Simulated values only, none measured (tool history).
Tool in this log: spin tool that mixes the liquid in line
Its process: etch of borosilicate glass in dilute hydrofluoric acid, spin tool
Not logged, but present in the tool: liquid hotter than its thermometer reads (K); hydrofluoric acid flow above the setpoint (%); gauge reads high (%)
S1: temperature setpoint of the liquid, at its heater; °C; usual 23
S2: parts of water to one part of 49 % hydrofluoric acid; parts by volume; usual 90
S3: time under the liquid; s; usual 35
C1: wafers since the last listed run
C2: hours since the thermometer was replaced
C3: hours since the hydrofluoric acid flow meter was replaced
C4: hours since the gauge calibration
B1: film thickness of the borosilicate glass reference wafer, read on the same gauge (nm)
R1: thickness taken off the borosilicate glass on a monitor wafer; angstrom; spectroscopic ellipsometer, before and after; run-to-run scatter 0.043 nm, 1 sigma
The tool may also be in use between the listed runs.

run	hour	S1	S2	S3	C1	C2	C3	C4	B1	R1
1	0	20.5	90	35	0	699.3	433.3	666.5	80.04	69.1
2	20.8	19.5	70	35	212	720.1	454.1	687.3	80.02	86.9
3	54.2	19.5	70	35	342	753.5	487.5	720.7	80	87.3
# hour 72: hydrofluoric acid flow meter replaced
4	73.3	23	90	35	185	772.6	1.3	739.8	79.98	76
5	90.2	24.5	90	35	173	789.5	18.2	756.7	79.99	81
6	119.1	24.5	90	35	295	818.4	47.1	785.6	80.01	80.9
7	141.6	23	90	35	230	840.9	69.6	808.1	80	76.3
8	173.5	23	90	35	326	872.8	101.5	840	79.98	76.6
9	203	23	80	35	302	902.3	131	869.5	79.96	87.9
10	216.6	23	80	35	139	915.9	144.6	883.1	80.01	87.4
11	243.9	23	80	35	279	943.2	171.9	910.4	80.04	87.8
12	273.8	23	90	35	306	973.1	201.8	940.3	80.03	76.7
# hour 283: gauge calibrated
13	295.4	23	90	35	221	994.7	223.4	12.4	80.02	77.9
14	324.2	23	90	35	294	1023.5	252.2	41.2	79.99	76.8
15	351.5	22	90	35	279	1050.8	279.5	68.5	80.01	74.3
16	445.6	22	90	35	963	1144.9	373.6	162.6	79.94	73.9
17	462.4	19.5	55	45	172	1161.7	390.4	179.4	79.99	147.4
18	483.1	25.5	90	25	211	1182.4	411.1	200.1	80.02	61.7
19	513.7	23	130	35	313	1213	441.7	230.7	80.01	51.3
# hour 585.3: hydrofluoric acid flow meter replaced
20	599	23	90	35	863	1298.3	13.7	316	80	76.9
21	618.1	21.5	90	40	195	1317.4	32.8	335.1	79.99	83.7
22	635.6	23	125	30	179	1334.9	50.3	352.6	80.07	46.4
23	662.4	23	90	35	274	1361.7	77.1	379.4	79.97	78.7
24	683.2	18.5	45	40	212	1382.5	97.9	400.2	80.04	155.4
# hour 689.2: thermometer replaced
25	706.8	19.5	70	35	231	17.6	121.5	423.8	80.01	86.1
26	738.4	23	80	35	323	49.2	153.1	455.4	79.98	85.8
27	761	23	90	35	231	71.8	175.7	478	80.05	75.7
28	779.9	27	90	25	193	90.7	194.6	496.9	80.01	62.5
29	814.4	23	105	20	353	125.2	229.1	531.4	80.03	36.6
30	845.3	21	135	25	316	156.1	260	562.3	80.01	31.7
31	868.4	27	125	50	236	179.2	283.1	585.4	80	87
32	898.5	24.5	90	35	308	209.3	313.2	615.5	79.97	80.9
33	928.7	25	125	50	309	239.5	343.4	645.7	80.01	80.8

Alternative continuations, all from the tool just after run 33; predict every row:
A	929.1	23	90	15	4	239.9	343.8	646.1	?	?
B	929.1	20	55	35	4	239.9	343.8	646.1	?	?
C	929.1	20.5	50	35	4	239.9	343.8	646.1	?	?

run	B1	R1
A	79.98	32.9
B	79.98	115.8
C	79.98	130.9
With no hidden state in the tool, these same runs would have given:
run	R1
A	32.1
B	113.1
C	127.8
